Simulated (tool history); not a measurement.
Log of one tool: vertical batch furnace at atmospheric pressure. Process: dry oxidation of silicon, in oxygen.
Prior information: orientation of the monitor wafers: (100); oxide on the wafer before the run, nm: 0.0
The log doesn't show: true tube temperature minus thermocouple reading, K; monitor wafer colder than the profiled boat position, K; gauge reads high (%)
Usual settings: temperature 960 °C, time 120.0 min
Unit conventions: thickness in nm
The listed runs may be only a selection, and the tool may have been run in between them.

run   hour  temperature   time  wafers since the last listed run  hours since the last temperature calibration  hours since the boat lift was adjusted  hours since the gauge calibration  read-back reference wafer on the same gauge, thickness  thickness
  1    0.0          944  120.0                                 0                                        3897.9                                  5086.3                              628.8                                                   51.24      48.13
  2   61.0          944  120.0                               769                                        3958.9                                  5147.3                              689.8                                                   51.35      48.24
  3  162.4          960  120.0                              1278                                        4060.3                                  5248.7                              791.2                                                   51.48      56.52
  4  227.6          968  120.0                               822                                        4125.5                                  5313.9                              856.4                                                   51.60      60.55
  5  269.9          945  163.5                               533                                        4167.8                                  5356.2                              898.7                                                   51.53      61.17
  6  333.1          945  163.5                               797                                        4231.0                                  5419.4                              961.9                                                   51.56      61.67
  7  374.0          945  163.5                               515                                        4271.9                                  5460.3                             1002.8                                                   51.77      61.21
  8  436.5          977  154.5                               788                                        4334.4                                  5522.8                             1065.3                                                   51.79      78.13
  9  540.7          977  154.5                              1314                                        4438.6                                  5627.0                             1169.5                                                   52.02      78.76
 10  578.1          960  120.0                               471                                        4476.0                                  5664.4                             1206.9                                                   52.12      57.93
     606.3  -- boat lift adjusted
 11  621.7          952   97.5                               247                                        4519.6                                    15.4                             1250.5                                                   52.10      46.53
 12  721.3          980  144.5                              1256                                        4619.2                                   115.0                             1350.1                                                   52.35      77.08
 13  798.2          947  120.0                               969                                        4696.1                                   191.9                             1427.0                                                   52.50      51.11
 14  884.6          960  120.0                              1089                                        4782.5                                   278.3                             1513.4                                                   52.47      57.98

Run 15 comes next. What will it give?
     905.5  -- gauge calibrated
 15  957.5          944  120.0                               919                                        4855.4                                   351.2                               52.0                                                       ?          ?

{"run 15": {"read-back reference wafer on the same gauge, thickness": 51.72, "thickness": 48.57}}
Take away the tool's hidden state, keep the run-to-run variation as it was, and the same run would have given thickness 48.30 nm.
